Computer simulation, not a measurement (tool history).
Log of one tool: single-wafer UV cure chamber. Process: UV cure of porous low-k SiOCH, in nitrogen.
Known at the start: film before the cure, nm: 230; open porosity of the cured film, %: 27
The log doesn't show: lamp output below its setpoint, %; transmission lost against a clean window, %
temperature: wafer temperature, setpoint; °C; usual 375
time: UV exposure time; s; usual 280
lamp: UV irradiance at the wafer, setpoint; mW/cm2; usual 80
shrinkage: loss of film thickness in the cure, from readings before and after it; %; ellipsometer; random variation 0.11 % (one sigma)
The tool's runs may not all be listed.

run	day	temperature	time	lamp	wafers since the last listed run	hours since the UV bulbs were replaced	wafers since the quartz window was cleaned	shrinkage
1	0	385	280	80	0	936.5	542	14.138
2	1.854	375	390	80	159	981	701	15.343
3	5.208	375	390	80	287	1061.5	989	15.441
4	9.017	375	390	80	326	1152.9	1316	15.456
# day 11.162: quartz window cleaned
5	13.321	375	280	80	340	1256.2	185	13.717
6	15.338	375	280	80	172	1304.6	357	13.622
7	18.467	375	280	80	268	1379.7	626	13.813
8	20.396	375	280	80	165	1426	791	13.819
9	22.908	375	280	80	215	1486.3	1007	13.612
# day 25.4: quartz window cleaned
10	25.842	375	280	80	222	1556.7	37	13.996
# day 27.804: UV bulbs replaced
11	28.158	375	280	80	170	8.5	208	14.041
12	39.329	375	280	80	958	276.6	1166	13.914
# day 43.554: quartz window cleaned
13	43.725	383	415	80	348	382.1	14	16.09
14	52.475	381	145	118	750	592.1	764	12.622
15	56.158	395	120	80	315	680.5	1080	9.943
16	57.742	375	365	53	135	718.5	1216	12.951
# day 58.775: quartz window cleaned
17	59.383	375	280	80	112	757.9	52	13.847
18	61.204	375	380	80	156	801.6	208	15.242
19	64.117	389	280	80	249	871.5	458	14.017
20	66.246	375	280	80	182	922.6	640	13.779
21	70.467	375	115	52	361	1023.9	1002	7.327
22	73.496	356	140	80	259	1096.6	1262	10.04
# day 74.196: quartz window cleaned
23	75.254	375	280	48	122	1138.8	90	11.196
24	77.7	380	400	80	209	1197.5	300	15.987
25	80.408	393	280	80	232	1262.5	532	14.109

What the log doesn't show, run by run:
lamp output below its setpoint, %: 0 in every run
transmission lost against a clean window, %: 0 in every run
